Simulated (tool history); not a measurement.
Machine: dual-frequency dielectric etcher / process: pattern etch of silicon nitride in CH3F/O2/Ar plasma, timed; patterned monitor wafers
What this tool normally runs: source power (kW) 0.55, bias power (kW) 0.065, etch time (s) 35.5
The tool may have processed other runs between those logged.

run	hour	source power (kW)	bias power (kW)	etch time (s)	wafers since the last listed run	hours since the last wet clean	hours since the last source power generator calibration	hours since the last bias power generator calibration	hours since the last upper electrode change	hours since the gauge calibration	read-back reference wafer on the same gauge, depth_nm	mean etch depth across the wafer (angstrom)
1	0	0.55	0.065	35.5	0	373.7	932.5	1511.5	3724.3	1096.8	24.39	281.2
2	73.5	0.61	0.065	42	595	447.2	1006	1585	3797.8	1170.3	24.38	344.1
3	127.4	0.55	0.065	31	437	501.1	1059.9	1638.9	3851.7	1224.2	24.42	245.3
# hour 181.5: wet clean of the chamber
4	182	0.55	0.065	31	248	0.5	1114.5	1693.5	3906.3	1278.8	24.4	249.2
5	234.2	0.55	0.065	31	423	52.7	1166.7	1745.7	3958.5	1331	24.4	247.1
6	315	0.55	0.065	35.5	655	133.5	1247.5	1826.5	4039.3	1411.8	24.44	279.1
7	387.1	0.48	0.065	30	584	205.6	1319.6	1898.6	4111.4	1483.9	24.44	230.7
8	464.3	0.48	0.065	30	625	282.8	1396.8	1975.8	4188.6	1561.1	24.37	232.3
9	566.2	0.48	0.065	30	826	384.7	1498.7	2077.7	4290.5	1663	24.46	229.8
# hour 613.8: wet clean of the chamber
10	629.3	0.55	0.065	31.5	317	15.5	1561.8	2140.8	4353.6	1726.1	24.4	248.8
11	716.5	0.55	0.057	35.5	707	102.7	1649	2228	4440.8	1813.3	24.39	271.4
12	805	0.55	0.065	35.5	717	191.2	1737.5	2316.5	4529.3	1901.8	24.45	285.1
13	859.3	0.55	0.065	35.5	440	245.5	1791.8	2370.8	4583.6	1956.1	24.41	282
14	896.7	0.55	0.057	31	303	282.9	1829.2	2408.2	4621	1993.5	24.35	234.5
15	969.6	0.55	0.065	35.5	591	355.8	1902.1	2481.1	4693.9	2066.4	24.41	282.8
16	1070	0.55	0.059	35.5	814	456.2	2002.5	2581.5	4794.3	2166.8	24.39	273.1
# hour 1121.1: wet clean of the chamber
17	1148.6	0.55	0.051	25	442	27.5	2081.1	2660.1	4872.9	2245.4	24.44	184.6
18	1246.2	0.46	0.081	35.5	791	125.1	2178.7	2757.7	4970.5	2343	24.39	289.9
# hour 1282.6: upper electrode replaced
# hour 1305: gauge calibrated
19	1349.6	0.55	0.061	35.5	643	228.5	2282.1	2861.1	67	44.6	24.34	278.1
# hour 1395.6: bias power generator calibrated
# hour 1615.1: wet clean of the chamber
20	1615.6	0.67	0.065	43	1929	0.5	2548.1	220	333	310.6	24.44	360.1
21	1694.1	0.5	0.058	28	636	79	2626.6	298.5	411.5	389.1	24.37	208.7
# hour 1810.1: source power generator calibrated
22	1994.9	0.55	0.065	35.5	2406	379.8	184.8	599.3	712.3	689.9	24.42	280.9
23	2037.2	0.44	0.065	35.5	342	422.1	227.1	641.6	754.6	732.2	24.44	262.9
# hour 2116.9: wet clean of the chamber
24	2120.3	0.47	0.065	35.5	479	3.4	310.2	724.7	837.7	815.3	24.44	272.7
25	2202.2	0.55	0.065	35.5	664	85.3	392.1	806.6	919.6	897.2	24.39	282.3
26	2253.7	0.5	0.058	35.5	417	136.8	443.6	858.1	971.1	948.7	24.41	267.3
27	2306.4	0.55	0.077	31.5	427	189.5	496.3	910.8	1023.8	1001.4	24.42	261.4
28	2347.9	0.66	0.075	46	336	231	537.8	952.3	1065.3	1042.9	24.38	402.3
29	2422.9	0.43	0.056	35.5	608	306	612.8	1027.3	1140.3	1117.9	24.36	254.4
30	2466.3	0.55	0.065	35.5	351	349.4	656.2	1070.7	1183.7	1161.3	24.39	282.3

Each row is a separate what-if for the run after 30, all from the same tool condition, not one after another. Results?
A	2466.7	0.55	0.065	35.5	3	349.8	656.6	1071.1	1184.1	1161.7	?	?
B	2466.7	0.6	0.065	39.5	3	349.8	656.6	1071.1	1184.1	1161.7	?	?
C	2466.7	0.42	0.065	39.5	3	349.8	656.6	1071.1	1184.1	1161.7	?	?
D	2466.7	0.55	0.052	35.5	3	349.8	656.6	1071.1	1184.1	1161.7	?	?

run	read-back reference wafer on the same gauge, depth_nm	mean etch depth across the wafer (angstrom)
A	24.39	279.8
B	24.39	318.4
C	24.39	291.4
D	24.39	263.4
Had the tool no hidden state, the same runs would have come out as:
run	mean etch depth across the wafer (angstrom)
A	279.8
B	318.4
C	291.4
D	263.4
